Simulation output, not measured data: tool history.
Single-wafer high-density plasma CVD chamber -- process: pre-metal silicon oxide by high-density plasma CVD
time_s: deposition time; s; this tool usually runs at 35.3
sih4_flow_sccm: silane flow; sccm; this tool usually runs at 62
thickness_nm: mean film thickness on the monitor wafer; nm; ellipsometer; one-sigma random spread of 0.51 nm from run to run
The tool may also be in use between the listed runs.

run	hour	time_s	sih4_flow_sccm	read-back reference wafer on the same gauge, thickness_nm	thickness_nm
1	0.0	35.3	62	183.142	217.248
2	15.6	35.3	62	182.941	217.967
3	46.4	35.3	62	183.031	217.515
4	79.3	30.9	69	182.816	206.772
5	97.3	35.3	55	182.840	198.827
6	127.4	35.3	62	182.667	217.215
7	150.6	35.3	57	182.544	204.307
8	171.7	35.3	57	182.582	203.909
9	196.2	35.3	57	182.485	203.412
10	208.5	35.3	62	182.442	217.116
11	242.5	35.3	62	182.163	216.040
12	277.2	35.3	62	181.978	216.052
13	308.2	35.3	62	181.883	216.047
14	338.3	35.3	62	181.721	216.115
15	365.2	35.3	62	181.703	215.933
16	379.7	35.3	62	181.489	216.577
17	405.2	31.8	62	181.386	193.541
18	439.7	31.8	62	181.232	193.120
19	475.3	35.3	62	180.797	215.870
# hour 484.1: silane flow controller replaced
20	563.9	38.9	62	180.315	235.479
21	592.9	37.5	57	180.078	213.298
22	610.1	40.0	70	180.037	265.715
# hour 624.0: gauge calibrated
23	630.2	29.3	62	182.862	180.740
24	664.0	35.3	56	182.938	201.757
25	686.4	38.4	57	182.994	221.481
26	713.8	35.3	62	183.140	217.522
27	743.1	31.9	53	182.912	175.219
28	770.2	41.4	51	182.896	221.291
29	787.0	38.1	69	182.993	255.099
30	813.4	41.1	69	182.833	274.222
31	847.4	38.0	62	182.791	233.361
32	881.6	41.3	50	182.783	216.553
33	898.9	35.3	62	182.722	216.569
34	917.7	35.3	62	182.514	216.667
35	934.2	28.9	50	182.540	151.885
36	955.1	30.8	56	182.487	174.951

Hidden state, per run?
delivered silane flow above the setpoint (%): 0, the same for each run
H1: gauge reads high (%)
run	H1
1	0.0515
2	0.0286
3	-0.0198
4	-0.0761
5	-0.109
6	-0.167
7	-0.215
8	-0.26
9	-0.315
10	-0.344
11	-0.427
12	-0.517
13	-0.601
14	-0.688
15	-0.768
16	-0.813
17	-0.894
18	-1.01
19	-1.13
20	-1.46
21	-1.58
22	-1.65
23	-0.0108
24	-0.0143
25	-0.0194
26	-0.0286
27	-0.0422
28	-0.0582
29	-0.0698
30	-0.0905
31	-0.122
32	-0.158
33	-0.179
34	-0.203
35	-0.225
36	-0.255

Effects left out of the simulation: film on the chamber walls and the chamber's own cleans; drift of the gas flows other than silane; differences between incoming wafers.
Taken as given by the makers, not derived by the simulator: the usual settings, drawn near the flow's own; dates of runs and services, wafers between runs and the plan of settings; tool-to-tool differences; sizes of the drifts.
